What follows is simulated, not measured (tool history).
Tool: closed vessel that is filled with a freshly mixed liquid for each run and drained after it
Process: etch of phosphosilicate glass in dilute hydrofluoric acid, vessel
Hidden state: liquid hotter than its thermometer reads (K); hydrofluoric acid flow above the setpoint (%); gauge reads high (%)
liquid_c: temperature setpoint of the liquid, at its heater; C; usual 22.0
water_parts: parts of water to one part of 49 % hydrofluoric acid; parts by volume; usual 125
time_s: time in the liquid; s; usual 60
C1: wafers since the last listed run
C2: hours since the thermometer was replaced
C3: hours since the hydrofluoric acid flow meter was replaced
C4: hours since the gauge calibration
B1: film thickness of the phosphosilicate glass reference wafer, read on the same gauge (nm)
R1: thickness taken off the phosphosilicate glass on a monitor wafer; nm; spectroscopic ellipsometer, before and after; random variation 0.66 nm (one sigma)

{"run": 1, "hour": 0.0, "liquid_c": 22.0, "water_parts": 125, "time_s": 50, "C1": 0, "C2": 1639.5, "C3": 2308.5, "C4": 271.5, "B1": 60.63, "R1": 74.62}
{"run": 2, "hour": 19.5, "liquid_c": 22.0, "water_parts": 125, "time_s": 60, "C1": 2810, "C2": 1659.0, "C3": 2328.0, "C4": 291.0, "B1": 60.67, "R1": 89.9}
{"run": 3, "hour": 53.7, "liquid_c": 22.0, "water_parts": 125, "time_s": 60, "C1": 4929, "C2": 1693.2, "C3": 2362.2, "C4": 325.2, "B1": 60.74, "R1": 89.5}
{"run": 4, "hour": 66.5, "liquid_c": 22.0, "water_parts": 125, "time_s": 60, "C1": 1844, "C2": 1706.0, "C3": 2375.0, "C4": 338.0, "B1": 60.81, "R1": 89.36}
{"run": 5, "hour": 102.4, "liquid_c": 22.0, "water_parts": 125, "time_s": 60, "C1": 5174, "C2": 1741.9, "C3": 2410.9, "C4": 373.9, "B1": 60.85, "R1": 89.85}
{"run": 6, "hour": 114.4, "liquid_c": 22.0, "water_parts": 125, "time_s": 60, "C1": 1729, "C2": 1753.9, "C3": 2422.9, "C4": 385.9, "B1": 60.88, "R1": 89.24}
{"run": 7, "hour": 129.9, "liquid_c": 22.0, "water_parts": 125, "time_s": 60, "C1": 2233, "C2": 1769.4, "C3": 2438.4, "C4": 401.4, "B1": 60.91, "R1": 90.44}
{"run": 8, "hour": 157.8, "liquid_c": 22.0, "water_parts": 155, "time_s": 60, "C1": 4021, "C2": 1797.3, "C3": 2466.3, "C4": 429.3, "B1": 60.97, "R1": 69.55}
{"run": 9, "hour": 189.0, "liquid_c": 22.0, "water_parts": 155, "time_s": 60, "C1": 4496, "C2": 1828.5, "C3": 2497.5, "C4": 460.5, "B1": 61.07, "R1": 69.85}
{"run": 10, "hour": 208.0, "liquid_c": 22.0, "water_parts": 125, "time_s": 60, "C1": 2738, "C2": 1847.5, "C3": 2516.5, "C4": 479.5, "B1": 61.1, "R1": 89.54}
{"run": 11, "hour": 226.2, "liquid_c": 22.0, "water_parts": 125, "time_s": 75, "C1": 2623, "C2": 1865.7, "C3": 2534.7, "C4": 497.7, "B1": 61.16, "R1": 112.59}
{"run": 12, "hour": 245.0, "liquid_c": 22.0, "water_parts": 125, "time_s": 75, "C1": 2709, "C2": 1884.5, "C3": 2553.5, "C4": 516.5, "B1": 61.19, "R1": 110.78}
{"run": 13, "hour": 326.3, "liquid_c": 22.0, "water_parts": 125, "time_s": 75, "C1": 11717, "C2": 1965.8, "C3": 2634.8, "C4": 597.8, "B1": 61.38, "R1": 111.38}
{"run": 14, "hour": 348.8, "liquid_c": 22.0, "water_parts": 125, "time_s": 60, "C1": 3242, "C2": 1988.3, "C3": 2657.3, "C4": 620.3, "B1": 61.46, "R1": 90.67}
{"run": 15, "hour": 363.3, "liquid_c": 18.5, "water_parts": 75, "time_s": 40, "C1": 2089, "C2": 2002.8, "C3": 2671.8, "C4": 634.8, "B1": 61.5, "R1": 92.44}
{"run": 16, "hour": 386.6, "liquid_c": 17.5, "water_parts": 85, "time_s": 45, "C1": 3358, "C2": 2026.1, "C3": 2695.1, "C4": 658.1, "B1": 61.54, "R1": 87.4}
{"run": 17, "hour": 421.8, "liquid_c": 18.0, "water_parts": 165, "time_s": 85, "C1": 5073, "C2": 2061.3, "C3": 2730.3, "C4": 693.3, "B1": 61.61, "R1": 80.0}
{"hour": 430.9, "done": "hydrofluoric acid flow meter replaced"}
{"run": 18, "hour": 448.3, "liquid_c": 18.5, "water_parts": 75, "time_s": 40, "C1": 3675, "C2": 2087.8, "C3": 17.4, "C4": 719.8, "B1": 61.69, "R1": 91.14}
{"run": 19, "hour": 480.4, "liquid_c": 18.5, "water_parts": 110, "time_s": 60, "C1": 4626, "C2": 2119.9, "C3": 49.5, "C4": 751.9, "B1": 61.77, "R1": 92.09}
{"hour": 490.0, "done": "gauge calibrated"}
{"run": 20, "hour": 531.4, "liquid_c": 22.0, "water_parts": 125, "time_s": 60, "C1": 7350, "C2": 2170.9, "C3": 100.5, "C4": 41.4, "B1": 60.14, "R1": 87.43}
{"run": 21, "hour": 556.7, "liquid_c": 18.5, "water_parts": 110, "time_s": 60, "C1": 3646, "C2": 2196.2, "C3": 125.8, "C4": 66.7, "B1": 60.15, "R1": 89.09}
{"hour": 607.9, "done": "thermometer replaced"}
{"run": 22, "hour": 625.2, "liquid_c": 22.0, "water_parts": 125, "time_s": 60, "C1": 9728, "C2": 17.3, "C3": 194.3, "C4": 135.2, "B1": 60.32, "R1": 88.71}
{"run": 23, "hour": 645.9, "liquid_c": 22.0, "water_parts": 180, "time_s": 80, "C1": 2983, "C2": 38.0, "C3": 215.0, "C4": 155.9, "B1": 60.41, "R1": 77.16}
{"run": 24, "hour": 672.1, "liquid_c": 26.0, "water_parts": 185, "time_s": 45, "C1": 3776, "C2": 64.2, "C3": 241.2, "C4": 182.1, "B1": 60.46, "R1": 48.58}
{"run": 25, "hour": 684.5, "liquid_c": 22.0, "water_parts": 145, "time_s": 60, "C1": 1787, "C2": 76.6, "C3": 253.6, "C4": 194.5, "B1": 60.48, "R1": 75.36}
{"run": 26, "hour": 705.3, "liquid_c": 20.0, "water_parts": 160, "time_s": 80, "C1": 2997, "C2": 97.4, "C3": 274.4, "C4": 215.3, "B1": 60.5, "R1": 82.18}
{"run": 27, "hour": 737.1, "liquid_c": 20.0, "water_parts": 165, "time_s": 30, "C1": 4583, "C2": 129.2, "C3": 306.2, "C4": 247.1, "B1": 60.58, "R1": 29.96}
{"run": 28, "hour": 753.3, "liquid_c": 18.5, "water_parts": 95, "time_s": 90, "C1": 2334, "C2": 145.4, "C3": 322.4, "C4": 263.3, "B1": 60.63, "R1": 157.57}
{"run": 29, "hour": 766.2, "liquid_c": 22.0, "water_parts": 125, "time_s": 60, "C1": 1859, "C2": 158.3, "C3": 335.3, "C4": 276.2, "B1": 60.66, "R1": 89.29}

The same runs without the tool's hidden state, with the same run-to-run variation:
run=1 R1=73.87
run=2 R1=88.93
run=3 R1=88.42
run=4 R1=88.23
run=5 R1=88.59
run=6 R1=87.94
run=7 R1=89.08
run=8 R1=68.43
run=9 R1=68.64
run=10 R1=87.92
run=11 R1=110.48
run=12 R1=108.62
run=13 R1=108.86
run=14 R1=88.54
run=15 R1=90.21
run=16 R1=85.22
run=17 R1=77.89
run=18 R1=88.65
run=19 R1=89.47
run=20 R1=87.27
run=21 R1=88.84
run=22 R1=88.23
run=23 R1=76.67
run=24 R1=48.23
run=25 R1=74.77
run=26 R1=81.47
run=27 R1=29.66
run=28 R1=155.91
run=29 R1=88.31
